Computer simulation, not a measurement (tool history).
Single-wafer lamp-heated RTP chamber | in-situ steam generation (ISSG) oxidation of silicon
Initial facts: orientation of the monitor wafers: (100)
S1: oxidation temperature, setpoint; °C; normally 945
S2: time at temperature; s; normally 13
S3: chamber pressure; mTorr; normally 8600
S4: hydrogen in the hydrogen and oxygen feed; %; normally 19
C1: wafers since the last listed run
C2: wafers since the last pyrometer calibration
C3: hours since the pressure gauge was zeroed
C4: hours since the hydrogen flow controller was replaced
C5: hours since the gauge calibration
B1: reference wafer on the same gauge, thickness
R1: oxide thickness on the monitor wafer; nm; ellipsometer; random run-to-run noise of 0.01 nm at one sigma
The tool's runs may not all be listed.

run   hour   S1  S2     S3  S4   C1    C2      C3     C4     C5     B1     R1
  1      0  945  13   8600  19    0  7654    2316  152.1  916.3  3.684   3.94
  2   13.7  945  13   8600  19   73  7728  2329.7  165.8    930   3.68  3.924
      19.3  -- gauge calibrated
  3   35.2  945  13   8600  19  115  7843  2351.2  187.3   15.9  3.578  3.832
  4   64.2  945  13   8600  19  155  7999  2380.2  216.3   44.9  3.577  3.826
      97.5  -- pressure gauge zeroed
  5     98  945  13   8600  19  138  8138     0.5  250.1   78.7  3.585  3.849
  6  112.3  945  13   8600  19   76  8214    14.8  264.4     93   3.59  3.837
  7  128.5  962  13   9800  19   87  8301      31  280.6  109.2  3.591  3.944
  8  148.4  956  13   8600  19  106  8408    50.9  300.5  129.1  3.593   3.95
  9  176.7  945  13   8600  19  152  8561    79.2  328.8  157.4  3.593   3.84
 10  201.4  945  13   8600  19  132  8693   103.9  353.5  182.1  3.599  3.848
 11  221.2  945  13   8600  19  106  8800   123.7  373.3  201.9  3.606  3.862
 12  244.2  937   9   8600  19  123  8923   146.7  396.3  224.9  3.607  3.319
 13  267.8  945  13   8600  19  126  9050   170.3  419.9  248.5  3.607  3.861
 14  290.1  945  11   8600  13  119  9170   192.6  442.2  270.8  3.614  3.315
     318.8  -- pyrometer window cleaned and pyrometer calibrated
 15  319.3  945  11  10000  19  113     2   221.8  471.4    300  3.621  3.566
 16  342.4  945  13   8600  19  124   126   244.9  494.5  323.1  3.619   3.89
 17  371.5  945  13   7200  27  156   283     274  523.6  352.2  3.623  4.262
 18  391.1  945  16   8600  15  105   388   293.6  543.2  371.8  3.626   3.98
 19  413.5  945  13   8600  19  120   508     316  565.6  394.2  3.628  3.889
 20  445.1  945   9   7500  19  169   678   347.6  597.2  425.8  3.631  3.399
 21  459.9  928   8   8000  12   79   758   362.4    612  440.6  3.632  2.825
 22    486  945  13   8600  19  140   898   388.5  638.1  466.7  3.637  3.892
 23    508  945  16   8600  19  118  1016   410.5  660.1  488.7  3.646  4.196
 24  521.2  937  13   8600  19   70  1087   423.7  673.3  501.9  3.643  3.806
 25  533.5  956  13   8600  16   66  1153     436  685.6  514.2  3.647  3.871
 26  550.3  945  13   8600  19   90  1244   452.8  702.4    531  3.649  3.891
 27  572.1  945  11   8600  29  117  1361   474.6  724.2  552.8  3.649  4.074
 28  594.4  928  10   9600  11  119  1481   496.9  746.5  575.1  3.653  2.991
 29  625.9  929  13   9700  11  169  1650   528.4    778  606.6  3.665  3.309
 30  653.1  945  13   8600  19  146  1796   555.6  805.2  633.8  3.661  3.899
 31  666.4  945  13   9600  28   71  1868   568.9  818.5  647.1  3.666  4.214

Below are 4 alternative next runs, each starting from the tool's condition after run 31. Predict each:
  A  666.8  945  13  8600  19   2  1870  569.3  818.9  647.5   ?   ?
  B  666.8  956  13  9500  16   2  1870  569.3  818.9  647.5   ?   ?
  C  666.8  932  17  8600  11   2  1870  569.3  818.9  647.5   ?   ?
  D  666.8  963  15  9700  19   2  1870  569.3  818.9  647.5   ?   ?

run     B1     R1
  A  3.667  3.915
  B  3.667  3.833
  C  3.667   3.73
  D  3.667  4.283
Had the tool no hidden state, the same runs would have come out as:
run     R1
  A  3.826
  B  3.746
  C  3.645
  D  4.186
